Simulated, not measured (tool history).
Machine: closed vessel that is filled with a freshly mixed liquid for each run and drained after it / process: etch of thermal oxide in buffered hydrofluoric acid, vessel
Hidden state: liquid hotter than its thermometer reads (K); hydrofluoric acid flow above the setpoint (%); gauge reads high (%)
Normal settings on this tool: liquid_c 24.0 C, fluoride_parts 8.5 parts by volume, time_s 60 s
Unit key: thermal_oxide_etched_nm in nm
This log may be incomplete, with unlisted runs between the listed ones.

| run | hour | liquid_c | fluoride_parts | time_s | wafers since the last listed run | hours since the thermometer was replaced | hours since the hydrofluoric acid flow meter was replaced | hours since the gauge calibration | read-back film thickness of the thermal oxide reference wafer, read on the same gauge (nm) | thermal_oxide_etched_nm |
|---|---|---|---|---|---|---|---|---|---|---|
| 1 | 0.0 | 24.0 | 8.5 | 35 | 0 | 409.1 | 205.7 | 362.7 | 39.97 | 44.19 |
| 2 | 35.4 | 24.0 | 8.5 | 35 | 3969 | 444.5 | 241.1 | 398.1 | 40.01 | 44.28 |
| 3 | 68.3 | 24.0 | 8.5 | 35 | 3689 | 477.4 | 274.0 | 431.0 | 39.99 | 44.99 |
| 4 | 95.0 | 22.5 | 8.5 | 60 | 2994 | 504.1 | 300.7 | 457.7 | 40.01 | 70.15 |
| 5 | 115.2 | 22.5 | 8.5 | 60 | 2265 | 524.3 | 320.9 | 477.9 | 39.99 | 70.91 |
| 6 | 155.4 | 22.5 | 8.5 | 60 | 4508 | 564.5 | 361.1 | 518.1 | 39.99 | 70.66 |
| 7 | 169.1 | 24.0 | 8.5 | 60 | 1536 | 578.2 | 374.8 | 531.8 | 40.01 | 77.56 |
| 8 | 194.8 | 24.0 | 8.5 | 60 | 2882 | 603.9 | 400.5 | 557.5 | 40.01 | 77.55 |
| 9 | 220.1 | 24.0 | 8.5 | 60 | 2837 | 629.2 | 425.8 | 582.8 | 40.02 | 78.23 |
|  | 236.8 | gauge calibrated |
| 10 | 240.4 | 24.0 | 8.5 | 80 | 2276 | 649.5 | 446.1 | 3.6 | 40.00 | 105.39 |
| 11 | 273.8 | 24.0 | 8.5 | 80 | 3745 | 682.9 | 479.5 | 37.0 | 40.01 | 104.44 |
| 12 | 307.3 | 24.0 | 8.5 | 60 | 3756 | 716.4 | 513.0 | 70.5 | 40.00 | 77.92 |
| 13 | 320.2 | 24.0 | 8.5 | 60 | 1446 | 729.3 | 525.9 | 83.4 | 40.00 | 79.19 |
| 14 | 355.4 | 27.0 | 8.5 | 45 | 3947 | 764.5 | 561.1 | 118.6 | 39.99 | 69.24 |
| 15 | 369.8 | 28.0 | 8.5 | 75 | 1614 | 778.9 | 575.5 | 133.0 | 39.99 | 121.33 |
|  | 386.3 | hydrofluoric acid flow meter replaced |
| 16 | 400.3 | 24.0 | 8.5 | 60 | 3308 | 809.4 | 14.0 | 163.5 | 39.98 | 79.67 |
| 17 | 434.2 | 24.0 | 8.5 | 60 | 3801 | 843.3 | 47.9 | 197.4 | 39.99 | 79.52 |
| 18 | 457.1 | 24.0 | 8.5 | 60 | 2568 | 866.2 | 70.8 | 220.3 | 40.00 | 79.90 |
| 19 | 478.0 | 26.0 | 8.5 | 60 | 2343 | 887.1 | 91.7 | 241.2 | 39.97 | 88.88 |
|  | 510.4 | thermometer replaced |
| 20 | 512.6 | 25.5 | 8.5 | 85 | 3768 | 2.2 | 126.3 | 275.8 | 40.01 | 111.67 |
| 21 | 538.8 | 24.0 | 8.5 | 40 | 2938 | 28.4 | 152.5 | 302.0 | 40.00 | 49.25 |
| 22 | 574.6 | 24.0 | 8.5 | 60 | 4014 | 64.2 | 188.3 | 337.8 | 40.00 | 73.16 |
| 23 | 603.0 | 24.0 | 10.0 | 90 | 3184 | 92.6 | 216.7 | 366.2 | 40.01 | 97.38 |
| 24 | 634.8 | 24.0 | 9.5 | 60 | 3566 | 124.4 | 248.5 | 398.0 | 40.01 | 67.12 |
| 25 | 670.7 | 24.0 | 8.5 | 60 | 4026 | 160.3 | 284.4 | 433.9 | 39.99 | 73.61 |
| 26 | 699.3 | 27.0 | 11.5 | 60 | 3207 | 188.9 | 313.0 | 462.5 | 39.98 | 67.08 |
| 27 | 711.7 | 19.0 | 10.5 | 80 | 1390 | 201.3 | 325.4 | 474.9 | 39.97 | 62.17 |

Results for each run, recomputed without the tool's hidden state and with each run's random variation untouched:
| run | thermal_oxide_etched_nm |
|---|---|
| 1 | 42.12 |
| 2 | 42.07 |
| 3 | 42.64 |
| 4 | 66.30 |
| 5 | 66.87 |
| 6 | 66.42 |
| 7 | 72.87 |
| 8 | 72.66 |
| 9 | 73.14 |
| 10 | 98.37 |
| 11 | 97.22 |
| 12 | 72.30 |
| 13 | 73.40 |
| 14 | 64.07 |
| 15 | 112.20 |
| 16 | 73.33 |
| 17 | 72.99 |
| 18 | 73.18 |
| 19 | 81.37 |
| 20 | 111.37 |
| 21 | 48.98 |
| 22 | 72.56 |
| 23 | 96.32 |
| 24 | 66.21 |
| 25 | 72.38 |
| 26 | 65.80 |
| 27 | 60.85 |

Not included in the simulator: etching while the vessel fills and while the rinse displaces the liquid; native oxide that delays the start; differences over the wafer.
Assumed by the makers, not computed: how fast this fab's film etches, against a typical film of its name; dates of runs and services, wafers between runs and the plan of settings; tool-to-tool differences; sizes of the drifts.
